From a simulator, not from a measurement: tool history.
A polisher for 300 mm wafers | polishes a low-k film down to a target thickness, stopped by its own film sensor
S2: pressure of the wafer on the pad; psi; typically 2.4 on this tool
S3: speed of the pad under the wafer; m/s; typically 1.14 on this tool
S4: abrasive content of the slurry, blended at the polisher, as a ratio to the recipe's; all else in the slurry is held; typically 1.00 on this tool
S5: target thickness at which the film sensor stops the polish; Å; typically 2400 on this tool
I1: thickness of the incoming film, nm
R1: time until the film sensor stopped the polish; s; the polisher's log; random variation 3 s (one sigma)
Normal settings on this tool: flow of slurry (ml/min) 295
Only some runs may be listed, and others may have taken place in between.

run 1 hour=0.0 | flow_of_slurry_(ml/min)=295 S2=2.4 S3=1.14 S4=1.00 S5=2400 | I1=315.5 | R1=175.5
run 2 hour=7.5 | flow_of_slurry_(ml/min)=360 S2=2.4 S3=1.14 S4=1.00 S5=2400 | I1=318.8 | R1=179.3
run 3 hour=19.5 | flow_of_slurry_(ml/min)=380 S2=2.4 S3=1.24 S4=1.00 S5=2400 | I1=320.8 | R1=181.0
run 4 hour=27.6 | flow_of_slurry_(ml/min)=295 S2=2.4 S3=1.14 S4=0.90 S5=2400 | I1=322.5 | R1=198.4
run 5 hour=33.7 | flow_of_slurry_(ml/min)=295 S2=2.4 S3=1.04 S4=1.00 S5=2400 | I1=319.9 | R1=194.6
run 6 hour=49.0 | flow_of_slurry_(ml/min)=295 S2=2.4 S3=1.04 S4=1.00 S5=2400 | I1=322.7 | R1=199.7
run 7 hour=61.2 | flow_of_slurry_(ml/min)=295 S2=2.4 S3=1.04 S4=1.00 S5=2400 | I1=314.3 | R1=189.6
run 8 hour=78.2 | flow_of_slurry_(ml/min)=295 S2=2.4 S3=1.14 S4=0.85 S5=2400 | I1=318.2 | R1=201.3
-- hour=83.6 worn pad replaced by a new one
run 9 hour=86.7 | flow_of_slurry_(ml/min)=295 S2=2.4 S3=1.14 S4=0.85 S5=2400 | I1=320.6 | R1=209.6
-- hour=89.7 head pressure recalibrated
run 10 hour=94.4 | flow_of_slurry_(ml/min)=295 S2=1.9 S3=1.14 S4=1.00 S5=2400 | I1=315.6 | R1=221.6
-- hour=96.4 slurry blender recalibrated
run 11 hour=103.3 | flow_of_slurry_(ml/min)=295 S2=1.9 S3=1.14 S4=1.00 S5=2400 | I1=317.1 | R1=217.0
run 12 hour=112.6 | flow_of_slurry_(ml/min)=295 S2=2.4 S3=1.14 S4=1.00 S5=2130 | I1=317.2 | R1=250.1
run 13 hour=125.6 | flow_of_slurry_(ml/min)=295 S2=2.4 S3=1.14 S4=1.00 S5=2530 | I1=318.3 | R1=155.8
run 14 hour=134.4 | flow_of_slurry_(ml/min)=370 S2=2.4 S3=1.52 S4=0.75 S5=2570 | I1=321.7 | R1=152.0
run 15 hour=148.9 | flow_of_slurry_(ml/min)=295 S2=1.9 S3=1.14 S4=1.00 S5=2400 | I1=319.2 | R1=230.3
run 16 hour=161.2 | flow_of_slurry_(ml/min)=295 S2=2.4 S3=1.14 S4=1.00 S5=2400 | I1=322.9 | R1=193.4
run 17 hour=168.5 | flow_of_slurry_(ml/min)=295 S2=2.4 S3=1.50 S4=1.00 S5=2140 | I1=322.1 | R1=224.3
-- hour=170.8 conditioning disc replaced and pad reconditioned
-- hour=180.5 slurry nozzle cleaned
run 18 hour=182.4 | flow_of_slurry_(ml/min)=325 S2=3.1 S3=1.14 S4=0.80 S5=2510 | I1=320.1 | R1=113.2
-- hour=188.9 worn pad replaced by a new one
run 19 hour=190.9 | flow_of_slurry_(ml/min)=380 S2=2.4 S3=1.24 S4=1.00 S5=2400 | I1=320.9 | R1=151.1

Run 20, settings as shown, results not yet in. Your forecast:
run 20 hour=203.0 | flow_of_slurry_(ml/min)=295 S2=2.4 S3=1.14 S4=1.00 S5=2400 | I1=316.0 | R1=?

Run 20 yielded R1 150.9 s.
If the tool had no hidden condition, the same run with the same run-to-run variation would have returned R1 143.7 s.
